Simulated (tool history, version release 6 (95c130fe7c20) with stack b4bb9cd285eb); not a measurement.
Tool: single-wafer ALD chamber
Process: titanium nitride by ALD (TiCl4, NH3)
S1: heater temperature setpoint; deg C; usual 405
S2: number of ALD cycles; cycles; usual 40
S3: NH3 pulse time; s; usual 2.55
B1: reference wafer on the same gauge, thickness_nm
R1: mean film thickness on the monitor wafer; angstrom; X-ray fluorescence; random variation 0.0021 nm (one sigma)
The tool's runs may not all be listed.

| run | day | S1 | S2 | S3 | B1 | R1 |
|---|---|---|---|---|---|---|
| 1 | 0 | 405 | 40 | 2.12 | 0.688 | 8.26 |
| 2 | 1.367 | 405 | 40 | 2.55 | 0.687 | 8.3 |
| 3 | 2.6 | 405 | 40 | 2.27 | 0.687 | 8.29 |
| 4 | 5.583 | 405 | 40 | 2.27 | 0.688 | 8.26 |
| 5 | 7.721 | 405 | 40 | 2.55 | 0.688 | 8.28 |
| 6 | 10.5 | 405 | 40 | 2.55 | 0.687 | 8.29 |
| 7 | 12.529 | 405 | 40 | 2.55 | 0.688 | 8.32 |
| 8 | 13.938 | 405 | 43 | 2.55 | 0.686 | 8.88 |
| 9 | 16.154 | 405 | 43 | 2.55 | 0.687 | 8.88 |
| 10 | 17.642 | 405 | 43 | 2.55 | 0.687 | 8.96 |
| 11 | 19 | 400 | 40 | 3.27 | 0.686 | 8.37 |
| 12 | 20.071 | 405 | 40 | 2.55 | 0.687 | 8.34 |
| 13 | 22.283 | 405 | 45 | 2.55 | 0.687 | 9.31 |
| 14 | 24.15 | 395 | 40 | 2.55 | 0.687 | 8.24 |
|  | 25.05 | thermocouple changed; heater temperature recalibrated |
|  | 25.283 | showerhead replaced |
| 15 | 26.975 | 405 | 40 | 2.55 | 0.687 | 8.28 |
| 16 | 28.521 | 415 | 40 | 2.55 | 0.687 | 8.33 |
| 17 | 30.325 | 405 | 40 | 2.55 | 0.686 | 8.32 |
| 18 | 31.533 | 405 | 40 | 2.16 | 0.687 | 8.26 |
| 19 | 33.342 | 410 | 36 | 3.24 | 0.686 | 7.56 |

Forecast run 20:
| 20 | 35.146 | 401 | 40 | 2.55 | ? | ? |

B1: 0.686
R1: 8.27 angstrom
Without the tool's hidden state the same run would have given R1 8.27 angstrom.
